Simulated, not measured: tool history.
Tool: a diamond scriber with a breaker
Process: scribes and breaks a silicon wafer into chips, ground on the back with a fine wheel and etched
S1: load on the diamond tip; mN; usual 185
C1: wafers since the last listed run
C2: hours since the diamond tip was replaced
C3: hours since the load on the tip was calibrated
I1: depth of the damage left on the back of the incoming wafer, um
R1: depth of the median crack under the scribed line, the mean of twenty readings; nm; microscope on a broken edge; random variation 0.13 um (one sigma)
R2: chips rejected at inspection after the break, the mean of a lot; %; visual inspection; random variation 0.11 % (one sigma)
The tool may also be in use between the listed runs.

{"run": 1, "hour": 0.0, "S1": 185, "C1": 0, "C2": 487.7, "C3": 843.8, "I1": 0.35, "R1": 8470, "R2": 4.37}
{"hour": 62.4, "done": "diamond tip replaced by a new one"}
{"run": 2, "hour": 98.7, "S1": 185, "C1": 461, "C2": 36.3, "C3": 942.5, "I1": 0.38, "R1": 8580, "R2": 5.12}
{"run": 3, "hour": 170.9, "S1": 185, "C1": 344, "C2": 108.5, "C3": 1014.7, "I1": 0.33, "R1": 8430, "R2": 5.19}
{"run": 4, "hour": 270.4, "S1": 185, "C1": 474, "C2": 208.0, "C3": 1114.2, "I1": 0.75, "R1": 8260, "R2": 5.45}
{"hour": 288.6, "done": "load on the tip recalibrated"}
{"run": 5, "hour": 313.2, "S1": 185, "C1": 194, "C2": 250.8, "C3": 24.6, "I1": 0.38, "R1": 7710, "R2": 1.64}
{"run": 6, "hour": 386.4, "S1": 216, "C1": 349, "C2": 324.0, "C3": 97.8, "I1": 0.55, "R1": 9070, "R2": 9.17}
{"run": 7, "hour": 443.7, "S1": 216, "C1": 273, "C2": 381.3, "C3": 155.1, "I1": 0.36, "R1": 9160, "R2": 9.06}
{"run": 8, "hour": 525.4, "S1": 185, "C1": 389, "C2": 463.0, "C3": 236.8, "I1": 0.78, "R1": 8150, "R2": 2.48}
{"run": 9, "hour": 589.6, "S1": 185, "C1": 306, "C2": 527.2, "C3": 301.0, "I1": 0.75, "R1": 8100, "R2": 2.9}
{"run": 10, "hour": 678.8, "S1": 185, "C1": 425, "C2": 616.4, "C3": 390.2, "I1": 0.34, "R1": 8340, "R2": 3.65}
{"hour": 701.1, "done": "diamond tip replaced by a new one, of another model than before"}
{"run": 11, "hour": 771.6, "S1": 202, "C1": 433, "C2": 70.5, "C3": 483.0, "I1": 0.66, "R1": 10180, "R2": 20.12}
{"run": 12, "hour": 833.0, "S1": 202, "C1": 292, "C2": 131.9, "C3": 544.4, "I1": 0.6, "R1": 10400, "R2": 21.75}
{"run": 13, "hour": 909.2, "S1": 185, "C1": 363, "C2": 208.1, "C3": 620.6, "I1": 0.43, "R1": 9090, "R2": 9.38}
{"run": 14, "hour": 1002.7, "S1": 158, "C1": 446, "C2": 301.6, "C3": 714.1, "I1": 0.76, "R1": 6760, "R2": 3.42}
{"run": 15, "hour": 1046.6, "S1": 212, "C1": 209, "C2": 345.5, "C3": 758.0, "I1": 0.58, "R1": 11600, "R2": 30.96}
{"run": 16, "hour": 1114.2, "S1": 238, "C1": 322, "C2": 413.1, "C3": 825.6, "I1": 0.57, "R1": 13230, "R2": 54.33}
{"run": 17, "hour": 1220.4, "S1": 140, "C1": 506, "C2": 519.3, "C3": 931.8, "I1": 0.62, "R1": 4890, "R2": 25.12}
{"run": 18, "hour": 1304.7, "S1": 185, "C1": 402, "C2": 603.6, "C3": 1016.1, "I1": 0.33, "R1": 9580, "R2": 11.58}
{"hour": 1324.0, "done": "diamond tip replaced by a new one"}
{"run": 19, "hour": 1345.2, "S1": 205, "C1": 183, "C2": 21.2, "C3": 1056.6, "I1": 0.35, "R1": 10780, "R2": 30.93}
{"run": 20, "hour": 1450.2, "S1": 137, "C1": 500, "C2": 126.2, "C3": 1161.6, "I1": 0.44, "R1": 4810, "R2": 37.13}
{"hour": 1492.5, "done": "load on the tip recalibrated"}
{"run": 21, "hour": 1766.7, "S1": 143, "C1": 1500, "C2": 442.7, "C3": 274.2, "I1": 0.56, "R1": 4860, "R2": 31.33}
{"hour": 1831.9, "done": "diamond tip replaced by a new one"}
{"run": 22, "hour": 1967.0, "S1": 185, "C1": 946, "C2": 135.1, "C3": 474.5, "I1": 0.78, "R1": 8650, "R2": 6.37}
{"run": 23, "hour": 2073.7, "S1": 231, "C1": 509, "C2": 241.8, "C3": 581.2, "I1": 0.63, "R1": 12400, "R2": 39.31}
{"run": 24, "hour": 2127.3, "S1": 185, "C1": 255, "C2": 295.4, "C3": 634.8, "I1": 0.55, "R1": 9020, "R2": 7.18}
{"run": 25, "hour": 2228.4, "S1": 215, "C1": 482, "C2": 396.5, "C3": 735.9, "I1": 0.45, "R1": 11470, "R2": 31.69}
{"run": 26, "hour": 2281.5, "S1": 185, "C1": 253, "C2": 449.6, "C3": 789.0, "I1": 0.34, "R1": 9330, "R2": 8.08}
{"run": 27, "hour": 2370.2, "S1": 160, "C1": 423, "C2": 538.3, "C3": 877.7, "I1": 0.64, "R1": 6970, "R2": 2.42}
{"hour": 2420.4, "done": "diamond tip replaced by a new one"}
{"run": 28, "hour": 2421.9, "S1": 212, "C1": 237, "C2": 1.5, "C3": 929.4, "I1": 0.61, "R1": 11180, "R2": 25.78}

What the log doesn't show, run by run:
share of the diamond tip's cutting effectiveness lost through wear, %: 0 in every run
H1: deviation of the load on the tip from its setpoint, %
run=1 H1=14.5
run=2 H1=14.9
run=3 H1=15.1
run=4 H1=15.4
run=5 H1=2.92
run=6 H1=5.52
run=7 H1=7.23
run=8 H1=9.26
run=9 H1=10.6
run=10 H1=12.1
run=11 H1=13.3
run=12 H1=14
run=13 H1=14.6
run=14 H1=15.3
run=15 H1=15.6
run=16 H1=15.9
run=17 H1=16.4
run=18 H1=16.6
run=19 H1=16.7
run=20 H1=17
run=21 H1=8.67
run=22 H1=11.8
run=23 H1=12.9
run=24 H1=13.4
run=25 H1=14.1
run=26 H1=14.4
run=27 H1=14.8
run=28 H1=15
